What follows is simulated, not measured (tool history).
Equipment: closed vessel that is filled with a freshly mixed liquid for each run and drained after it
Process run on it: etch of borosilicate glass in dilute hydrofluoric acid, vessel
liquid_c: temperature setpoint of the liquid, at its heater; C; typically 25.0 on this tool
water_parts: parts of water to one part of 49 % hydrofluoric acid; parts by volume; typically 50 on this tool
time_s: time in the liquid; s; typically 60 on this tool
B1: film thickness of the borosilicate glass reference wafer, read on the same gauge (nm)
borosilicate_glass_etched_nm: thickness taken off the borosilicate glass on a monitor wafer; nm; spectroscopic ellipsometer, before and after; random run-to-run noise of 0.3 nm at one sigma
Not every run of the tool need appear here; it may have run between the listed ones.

{"run": 1, "hour": 0.0, "liquid_c": 25.0, "water_parts": 50, "time_s": 60, "B1": 38.76, "borosilicate_glass_etched_nm": 58.98}
{"run": 2, "hour": 84.5, "liquid_c": 25.0, "water_parts": 50, "time_s": 60, "B1": 38.73, "borosilicate_glass_etched_nm": 58.76}
{"run": 3, "hour": 129.9, "liquid_c": 25.0, "water_parts": 35, "time_s": 60, "B1": 38.69, "borosilicate_glass_etched_nm": 86.6}
{"run": 4, "hour": 175.4, "liquid_c": 29.0, "water_parts": 50, "time_s": 60, "B1": 38.67, "borosilicate_glass_etched_nm": 68.8}
{"run": 5, "hour": 277.4, "liquid_c": 29.0, "water_parts": 50, "time_s": 60, "B1": 38.59, "borosilicate_glass_etched_nm": 68.86}
{"run": 6, "hour": 383.9, "liquid_c": 25.0, "water_parts": 50, "time_s": 80, "B1": 38.53, "borosilicate_glass_etched_nm": 77.92}
{"run": 7, "hour": 450.3, "liquid_c": 27.0, "water_parts": 50, "time_s": 60, "B1": 38.53, "borosilicate_glass_etched_nm": 63.9}
{"hour": 463.0, "done": "thermometer replaced"}
{"run": 8, "hour": 537.8, "liquid_c": 25.0, "water_parts": 50, "time_s": 35, "B1": 38.47, "borosilicate_glass_etched_nm": 34.12}
{"run": 9, "hour": 588.4, "liquid_c": 23.5, "water_parts": 50, "time_s": 60, "B1": 38.4, "borosilicate_glass_etched_nm": 54.92}
{"run": 10, "hour": 639.3, "liquid_c": 25.0, "water_parts": 40, "time_s": 95, "B1": 38.34, "borosilicate_glass_etched_nm": 116.76}
{"hour": 660.1, "done": "hydrofluoric acid flow meter replaced"}
{"run": 11, "hour": 720.8, "liquid_c": 23.5, "water_parts": 70, "time_s": 50, "B1": 38.27, "borosilicate_glass_etched_nm": 31.85}
{"run": 12, "hour": 760.1, "liquid_c": 25.0, "water_parts": 40, "time_s": 60, "B1": 38.27, "borosilicate_glass_etched_nm": 73.71}
{"run": 13, "hour": 857.3, "liquid_c": 23.5, "water_parts": 70, "time_s": 50, "B1": 38.22, "borosilicate_glass_etched_nm": 31.7}
{"run": 14, "hour": 948.7, "liquid_c": 25.0, "water_parts": 50, "time_s": 60, "B1": 38.17, "borosilicate_glass_etched_nm": 58.2}
{"run": 15, "hour": 993.9, "liquid_c": 27.5, "water_parts": 50, "time_s": 30, "B1": 38.12, "borosilicate_glass_etched_nm": 31.89}
{"hour": 1064.4, "done": "thermometer replaced"}
{"run": 16, "hour": 1101.4, "liquid_c": 25.0, "water_parts": 50, "time_s": 45, "B1": 38.03, "borosilicate_glass_etched_nm": 43.31}
{"run": 17, "hour": 1207.0, "liquid_c": 25.0, "water_parts": 50, "time_s": 30, "B1": 37.97, "borosilicate_glass_etched_nm": 28.86}
{"run": 18, "hour": 1255.6, "liquid_c": 21.5, "water_parts": 50, "time_s": 60, "B1": 37.93, "borosilicate_glass_etched_nm": 49.96}
{"run": 19, "hour": 1355.2, "liquid_c": 22.5, "water_parts": 50, "time_s": 60, "B1": 37.88, "borosilicate_glass_etched_nm": 51.96}
{"run": 20, "hour": 1444.0, "liquid_c": 29.5, "water_parts": 50, "time_s": 60, "B1": 37.81, "borosilicate_glass_etched_nm": 68.66}
{"hour": 1465.6, "done": "gauge calibrated"}
{"run": 21, "hour": 1540.8, "liquid_c": 20.5, "water_parts": 70, "time_s": 60, "B1": 39.99, "borosilicate_glass_etched_nm": 35.25}
{"run": 22, "hour": 1623.0, "liquid_c": 20.5, "water_parts": 60, "time_s": 50, "B1": 39.92, "borosilicate_glass_etched_nm": 34.64}
{"run": 23, "hour": 1680.8, "liquid_c": 25.0, "water_parts": 50, "time_s": 60, "B1": 39.88, "borosilicate_glass_etched_nm": 60.48}
{"run": 24, "hour": 1766.9, "liquid_c": 25.0, "water_parts": 50, "time_s": 60, "B1": 39.84, "borosilicate_glass_etched_nm": 60.59}
{"run": 25, "hour": 1809.0, "liquid_c": 25.0, "water_parts": 50, "time_s": 90, "B1": 39.76, "borosilicate_glass_etched_nm": 90.93}
{"run": 26, "hour": 1845.9, "liquid_c": 25.0, "water_parts": 50, "time_s": 40, "B1": 39.79, "borosilicate_glass_etched_nm": 40.14}
{"hour": 1852.1, "done": "thermometer replaced"}
{"run": 27, "hour": 1920.8, "liquid_c": 25.0, "water_parts": 30, "time_s": 60, "B1": 39.76, "borosilicate_glass_etched_nm": 103.29}
{"run": 28, "hour": 2044.5, "liquid_c": 25.0, "water_parts": 70, "time_s": 60, "B1": 39.62, "borosilicate_glass_etched_nm": 42.24}
{"run": 29, "hour": 2091.3, "liquid_c": 25.0, "water_parts": 50, "time_s": 50, "B1": 39.6, "borosilicate_glass_etched_nm": 50.47}
{"run": 30, "hour": 2164.6, "liquid_c": 25.0, "water_parts": 50, "time_s": 60, "B1": 39.57, "borosilicate_glass_etched_nm": 59.79}
{"run": 31, "hour": 2209.2, "liquid_c": 28.0, "water_parts": 65, "time_s": 85, "B1": 39.52, "borosilicate_glass_etched_nm": 72.77}
{"run": 32, "hour": 2251.7, "liquid_c": 25.0, "water_parts": 50, "time_s": 95, "B1": 39.46, "borosilicate_glass_etched_nm": 94.97}

What if the next run were any one of these 5? Each begins from the tool's condition after run 32:
{"run": "A", "hour": 2252.4, "liquid_c": 25.0, "water_parts": 75, "time_s": 60, "B1": "?", "borosilicate_glass_etched_nm": "?"}
{"run": "B", "hour": 2252.4, "liquid_c": 28.5, "water_parts": 30, "time_s": 90, "B1": "?", "borosilicate_glass_etched_nm": "?"}
{"run": "C", "hour": 2252.4, "liquid_c": 28.5, "water_parts": 50, "time_s": 70, "B1": "?", "borosilicate_glass_etched_nm": "?"}
{"run": "D", "hour": 2252.4, "liquid_c": 25.0, "water_parts": 55, "time_s": 75, "B1": "?", "borosilicate_glass_etched_nm": "?"}
{"run": "E", "hour": 2252.4, "liquid_c": 20.5, "water_parts": 50, "time_s": 60, "B1": "?", "borosilicate_glass_etched_nm": "?"}

run=A B1=39.52 borosilicate_glass_etched_nm=38.71
run=B B1=39.52 borosilicate_glass_etched_nm=178.09
run=C B1=39.52 borosilicate_glass_etched_nm=80.65
run=D B1=39.52 borosilicate_glass_etched_nm=67.77
run=E B1=39.52 borosilicate_glass_etched_nm=49.80
The same runs, with their run-to-run variation unchanged, on a tool lacking any hidden condition would have given:
run=A borosilicate_glass_etched_nm=39.20
run=B borosilicate_glass_etched_nm=180.30
run=C borosilicate_glass_etched_nm=81.65
run=D borosilicate_glass_etched_nm=68.61
run=E borosilicate_glass_etched_nm=50.42
